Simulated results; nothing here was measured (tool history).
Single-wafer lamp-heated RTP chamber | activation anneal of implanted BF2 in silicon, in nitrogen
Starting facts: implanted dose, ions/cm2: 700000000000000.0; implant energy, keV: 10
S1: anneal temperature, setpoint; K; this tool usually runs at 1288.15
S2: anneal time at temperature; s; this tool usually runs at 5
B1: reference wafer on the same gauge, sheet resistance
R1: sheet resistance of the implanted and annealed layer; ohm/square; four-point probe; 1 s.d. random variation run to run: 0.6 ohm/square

run,day,S1,S2,B1,R1
1,0,1268.15,5,331.03,317.13
2,1.45,1268.15,5,331.01,317.7
3,3.075,1268.15,5,331.27,316.42
4,4.708,1288.15,5,331.04,279.76
5,6.679,1288.15,5,331.06,279.17
# day 7.638: pyrometer window cleaned and pyrometer calibrated
6,9.162,1288.15,5,331.08,280.61
7,10.762,1296.15,4,330.74,275.46
# day 11.683: reflector plate cleaned
8,18.283,1296.15,4,331.19,281.85
9,20.412,1296.15,4,331.13,280.37
10,23.262,1264.15,5,331.01,326.82
11,24.771,1264.15,5,331.27,327.79
# day 25.467: pyrometer window cleaned and pyrometer calibrated
12,27.771,1288.15,5,330.81,281.32
13,30.562,1271.15,5,331.11,310.86
14,33.271,1288.15,5,331.2,280.39
# day 35.662: gauge calibrated
15,35.971,1288.15,5,330.97,279.93
# day 37.238: reflector plate cleaned
16,38.754,1288.15,5,330.73,286.94
# day 43.738: pyrometer window cleaned and pyrometer calibrated
17,46.596,1288.15,5,331.11,283.68
18,48.983,1288.15,3,330.97,304.01
19,50.383,1300.15,3,331.01,284.12
20,52.783,1288.15,5,331,283.36
21,54,1288.15,5,330.9,282.3
22,56.638,1312.15,7,331.04,237.16
# day 57.858: pyrometer window cleaned and pyrometer calibrated
23,58.504,1304.15,5,330.92,257.72
24,61.1,1265.15,7,331.11,306.17
# day 62.7: reflector plate cleaned
25,62.721,1261.15,7,330.91,323.49
26,63.808,1288.15,7,331.12,273.41
27,67.767,1288.15,5,330.93,285.5
28,70.408,1307.15,4,330.92,266.1
# day 72.096: pyrometer window cleaned and pyrometer calibrated
29,73.317,1273.15,3,331.04,331.1
30,75.079,1277.15,5,331.15,303.26
31,76.625,1288.15,5,330.93,284.03
32,82.038,1267.15,3,331.09,340.13

List, for all runs, the conditions of the tool that the log does not record:
true wafer temperature minus pyrometer reading, K: 0, the same for each run
gauge reads high (%): 0, the same for each run
H1: wafer temperature error from the tarnished reflector plate, K
run,H1
1,3.48
2,3.73
3,4.01
4,4.29
5,4.63
6,5.05
7,5.33
8,1.58
9,1.94
10,2.43
11,2.69
12,3.21
13,3.69
14,4.15
15,4.61
16,0.585
17,1.93
18,2.34
19,2.58
20,2.99
21,3.2
22,3.65
23,3.97
24,4.42
25,0.311
26,0.498
27,1.18
28,1.63
29,2.13
30,2.43
31,2.7
32,3.63
